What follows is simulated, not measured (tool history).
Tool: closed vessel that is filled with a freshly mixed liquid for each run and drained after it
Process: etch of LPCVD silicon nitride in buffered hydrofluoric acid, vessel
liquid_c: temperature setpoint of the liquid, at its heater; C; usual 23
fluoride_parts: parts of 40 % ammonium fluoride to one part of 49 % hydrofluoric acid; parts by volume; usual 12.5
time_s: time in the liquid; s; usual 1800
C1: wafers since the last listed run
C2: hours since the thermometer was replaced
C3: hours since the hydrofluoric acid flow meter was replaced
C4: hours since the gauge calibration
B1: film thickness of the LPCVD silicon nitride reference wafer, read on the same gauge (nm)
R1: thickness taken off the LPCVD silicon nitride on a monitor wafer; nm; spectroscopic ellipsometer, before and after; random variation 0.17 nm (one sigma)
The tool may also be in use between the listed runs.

{"run": 1, "hour": 0.0, "liquid_c": 23, "fluoride_parts": 12.5, "time_s": 1800, "C1": 0, "C2": 741.7, "C3": 454.5, "C4": 3437.9, "B1": 139.97, "R1": 18.26}
{"run": 2, "hour": 29.5, "liquid_c": 20.5, "fluoride_parts": 12.5, "time_s": 1800, "C1": 1497, "C2": 771.2, "C3": 484, "C4": 3467.4, "B1": 140, "R1": 15.86}
{"run": 3, "hour": 63.8, "liquid_c": 20.5, "fluoride_parts": 12.5, "time_s": 1800, "C1": 1741, "C2": 805.5, "C3": 518.3, "C4": 3501.7, "B1": 139.97, "R1": 15.66}
{"run": 4, "hour": 90.6, "liquid_c": 20.5, "fluoride_parts": 12.5, "time_s": 1800, "C1": 1360, "C2": 832.3, "C3": 545.1, "C4": 3528.5, "B1": 140.02, "R1": 15.76}
{"run": 5, "hour": 154.6, "liquid_c": 23, "fluoride_parts": 12.5, "time_s": 1800, "C1": 3248, "C2": 896.3, "C3": 609.1, "C4": 3592.5, "B1": 139.99, "R1": 18.14}
{"run": 6, "hour": 195.1, "liquid_c": 23, "fluoride_parts": 12.5, "time_s": 2625, "C1": 2055, "C2": 936.8, "C3": 649.6, "C4": 3633, "B1": 139.99, "R1": 26.11}
{"run": 7, "hour": 332.3, "liquid_c": 23, "fluoride_parts": 8, "time_s": 1800, "C1": 6964, "C2": 1074, "C3": 786.8, "C4": 3770.2, "B1": 139.98, "R1": 27.03}
{"hour": 396.8, "done": "hydrofluoric acid flow meter replaced"}
{"hour": 473.9, "done": "gauge calibrated"}
{"run": 8, "hour": 525.5, "liquid_c": 23, "fluoride_parts": 16, "time_s": 875, "C1": 9756, "C2": 1267.2, "C3": 128.7, "C4": 51.6, "B1": 140, "R1": 6.81}
{"run": 9, "hour": 575.5, "liquid_c": 20, "fluoride_parts": 8.5, "time_s": 2475, "C1": 2538, "C2": 1317.2, "C3": 178.7, "C4": 101.6, "B1": 140.02, "R1": 28.91}
{"run": 10, "hour": 628.8, "liquid_c": 19, "fluoride_parts": 16.5, "time_s": 2170, "C1": 2705, "C2": 1370.5, "C3": 232, "C4": 154.9, "B1": 140.03, "R1": 12.87}
{"run": 11, "hour": 657.5, "liquid_c": 23, "fluoride_parts": 12.5, "time_s": 1800, "C1": 1456, "C2": 1399.2, "C3": 260.7, "C4": 183.6, "B1": 139.98, "R1": 17.81}
{"run": 12, "hour": 695.2, "liquid_c": 25, "fluoride_parts": 16.5, "time_s": 1405, "C1": 1913, "C2": 1436.9, "C3": 298.4, "C4": 221.3, "B1": 140, "R1": 11.68}
{"run": 13, "hour": 731.8, "liquid_c": 23, "fluoride_parts": 12.5, "time_s": 1800, "C1": 1857, "C2": 1473.5, "C3": 335, "C4": 257.9, "B1": 140, "R1": 17.54}
{"run": 14, "hour": 802.7, "liquid_c": 26, "fluoride_parts": 12.5, "time_s": 1800, "C1": 3599, "C2": 1544.4, "C3": 405.9, "C4": 328.8, "B1": 140.02, "R1": 20.59}
{"run": 15, "hour": 839.3, "liquid_c": 23, "fluoride_parts": 12.5, "time_s": 1800, "C1": 1857, "C2": 1581, "C3": 442.5, "C4": 365.4, "B1": 140.02, "R1": 17.28}
{"run": 16, "hour": 900.7, "liquid_c": 23, "fluoride_parts": 9, "time_s": 2240, "C1": 3116, "C2": 1642.4, "C3": 503.9, "C4": 426.8, "B1": 140, "R1": 28.97}
{"run": 17, "hour": 982.3, "liquid_c": 20.5, "fluoride_parts": 8, "time_s": 1800, "C1": 4142, "C2": 1724, "C3": 585.5, "C4": 508.4, "B1": 139.99, "R1": 22.61}
{"run": 18, "hour": 1029.0, "liquid_c": 23, "fluoride_parts": 12.5, "time_s": 765, "C1": 2370, "C2": 1770.7, "C3": 632.2, "C4": 555.1, "B1": 140.01, "R1": 7.38}
{"run": 19, "hour": 1059.6, "liquid_c": 25, "fluoride_parts": 12.5, "time_s": 1800, "C1": 1553, "C2": 1801.3, "C3": 662.8, "C4": 585.7, "B1": 139.97, "R1": 19.31}
{"run": 20, "hour": 1131.0, "liquid_c": 20, "fluoride_parts": 12.5, "time_s": 1800, "C1": 3624, "C2": 1872.7, "C3": 734.2, "C4": 657.1, "B1": 140, "R1": 14.29}
{"run": 21, "hour": 1180.7, "liquid_c": 21, "fluoride_parts": 12.5, "time_s": 1800, "C1": 2522, "C2": 1922.4, "C3": 783.9, "C4": 706.8, "B1": 139.97, "R1": 15.31}
{"run": 22, "hour": 1225.4, "liquid_c": 23, "fluoride_parts": 16, "time_s": 875, "C1": 2269, "C2": 1967.1, "C3": 828.6, "C4": 751.5, "B1": 139.98, "R1": 6.62}
{"hour": 1241.1, "done": "thermometer replaced"}
{"run": 23, "hour": 1278.2, "liquid_c": 18, "fluoride_parts": 17.5, "time_s": 1800, "C1": 2629, "C2": 37.1, "C3": 881.4, "C4": 804.3, "B1": 140, "R1": 10.24}
{"hour": 1340.3, "done": "hydrofluoric acid flow meter replaced"}
{"run": 24, "hour": 1425.8, "liquid_c": 23, "fluoride_parts": 12.5, "time_s": 2255, "C1": 7441, "C2": 184.7, "C3": 85.5, "C4": 951.9, "B1": 140.02, "R1": 23.59}
{"run": 25, "hour": 1492.2, "liquid_c": 27.5, "fluoride_parts": 15, "time_s": 820, "C1": 3370, "C2": 251.1, "C3": 151.9, "C4": 1018.3, "B1": 140, "R1": 9.22}
{"run": 26, "hour": 1561.9, "liquid_c": 23, "fluoride_parts": 16, "time_s": 950, "C1": 3538, "C2": 320.8, "C3": 221.6, "C4": 1088, "B1": 140.02, "R1": 7.83}
{"run": 27, "hour": 1741.6, "liquid_c": 27.5, "fluoride_parts": 15, "time_s": 1355, "C1": 9122, "C2": 500.5, "C3": 401.3, "C4": 1267.7, "B1": 139.99, "R1": 15.04}
{"run": 28, "hour": 1802.3, "liquid_c": 23, "fluoride_parts": 12.5, "time_s": 1800, "C1": 3081, "C2": 561.2, "C3": 462, "C4": 1328.4, "B1": 139.99, "R1": 18.16}
{"run": 29, "hour": 1841.6, "liquid_c": 27, "fluoride_parts": 16, "time_s": 845, "C1": 1995, "C2": 600.5, "C3": 501.3, "C4": 1367.7, "B1": 139.97, "R1": 8.37}
{"run": 30, "hour": 1908.4, "liquid_c": 23, "fluoride_parts": 12.5, "time_s": 1800, "C1": 3391, "C2": 667.3, "C3": 568.1, "C4": 1434.5, "B1": 140.01, "R1": 18.47}
{"run": 31, "hour": 1963.1, "liquid_c": 23, "fluoride_parts": 12.5, "time_s": 1800, "C1": 2776, "C2": 722, "C3": 622.8, "C4": 1489.2, "B1": 139.95, "R1": 18.13}

5 ways to go on from here, each from the tool as it stands after run 31. What would each give?
{"run": "A", "hour": 1964.3, "liquid_c": 23, "fluoride_parts": 12.5, "time_s": 1180, "C1": 60, "C2": 723.2, "C3": 624, "C4": 1490.4, "B1": "?", "R1": "?"}
{"run": "B", "hour": 1964.3, "liquid_c": 23, "fluoride_parts": 8, "time_s": 800, "C1": 60, "C2": 723.2, "C3": 624, "C4": 1490.4, "B1": "?", "R1": "?"}
{"run": "C", "hour": 1964.3, "liquid_c": 25, "fluoride_parts": 8.5, "time_s": 1800, "C1": 60, "C2": 723.2, "C3": 624, "C4": 1490.4, "B1": "?", "R1": "?"}
{"run": "D", "hour": 1964.3, "liquid_c": 20, "fluoride_parts": 12.5, "time_s": 780, "C1": 60, "C2": 723.2, "C3": 624, "C4": 1490.4, "B1": "?", "R1": "?"}
{"run": "E", "hour": 1964.3, "liquid_c": 23, "fluoride_parts": 16, "time_s": 1800, "C1": 60, "C2": 723.2, "C3": 624, "C4": 1490.4, "B1": "?", "R1": "?"}

run=A B1=139.98 R1=12.09
run=B B1=139.98 R1=12.38
run=C B1=139.98 R1=29.1
run=D B1=139.98 R1=6.76
run=E B1=139.98 R1=14.48
Without the tool's hidden state the same runs would have given:
run=A R1=12.67
run=B R1=12.97
run=C R1=30.47
run=D R1=7.09
run=E R1=15.17
